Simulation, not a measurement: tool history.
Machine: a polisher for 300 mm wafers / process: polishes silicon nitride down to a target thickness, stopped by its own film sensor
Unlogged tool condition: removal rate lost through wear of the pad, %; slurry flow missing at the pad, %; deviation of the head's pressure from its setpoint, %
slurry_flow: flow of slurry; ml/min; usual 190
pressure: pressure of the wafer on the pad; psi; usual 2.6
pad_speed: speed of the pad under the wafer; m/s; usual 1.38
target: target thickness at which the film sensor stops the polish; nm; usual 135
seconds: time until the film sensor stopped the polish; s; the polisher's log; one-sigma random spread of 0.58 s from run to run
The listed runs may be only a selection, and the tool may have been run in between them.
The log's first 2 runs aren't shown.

run,hour,slurry_flow,pressure,pad_speed,target,wafers since the last listed run,wafers polished on this pad,hours since the slurry nozzle was cleaned,hours since the head pressure was calibrated,"incoming thickness of the incoming film, nm",seconds
3,79.2,170,2,1.38,135,549,1752,295,312.1,236,92.3
4,131.6,190,2.6,1.22,153,590,2343,347.4,364.5,244.8,71.9
5,192.2,190,2.6,1.22,153,683,3026,408,425.1,244.2,72
6,235.2,190,2.6,1.22,153,484,3511,451,468.1,242.7,71.2
# hour 262.6: worn pad replaced by a new one, of another model than before
# hour 275.7: slurry nozzle cleaned
7,277.6,190,3.1,1.38,135,421,157,1.9,510.5,240.1,62.5
8,303,190,2.6,1.74,135,286,444,27.3,535.9,238.3,59.9
# hour 368.7: head pressure recalibrated
9,372.1,190,2.6,1.74,135,756,1201,96.4,3.4,241,62.7
10,443.5,190,2.6,1.74,135,805,2006,167.8,74.8,241.8,64.6
11,498.4,190,2.8,1.38,135,619,2625,222.7,129.7,239.9,71
12,543,190,2.6,1.38,135,502,3128,267.3,174.3,242.5,75.2
# hour 595.3: worn pad replaced by a new one
13,607.9,190,2.6,1.38,135,686,141,332.2,239.2,241.9,72.3
14,670.7,190,2.6,1.38,135,708,849,395,302,239.5,71.7
15,733.5,190,2.6,1.38,135,708,1558,457.8,364.8,241.6,75
16,767.3,190,2.6,1.38,135,381,1939,491.6,398.6,241.2,74
17,792.7,235,2.6,1.38,135,286,2225,517,424,238.2,70.8
# hour 811: slurry nozzle cleaned
18,855.8,190,2.6,1.38,108,700,2925,44.8,487.1,236.9,91.8
19,907.5,190,2.6,1.38,106,583,3508,96.5,538.8,240.4,97.2
# hour 917.2: head pressure recalibrated
20,935.7,190,2.6,1.38,111,295,3804,124.7,18.5,238.4,92.2
# hour 946: worn pad replaced by a new one
21,968.6,225,2.9,1.38,135,325,254,157.6,51.4,235.6,60.8
22,1010.4,255,2.6,1.6,135,471,726,199.4,93.2,239.6,61.4
23,1050.9,160,2.1,1.38,135,456,1183,239.9,133.7,240.5,85
24,1079.8,165,2.1,1.38,135,325,1508,268.8,162.6,244.8,88.3

Run 25 comes next. What will it give?
25,1109.9,130,3,1.8,149,339,1848,298.9,192.7,238.2,?

seconds: 50.9 s
On a tool with no hidden condition, and with the same random variation, this run would have come out at seconds 48.9 s.
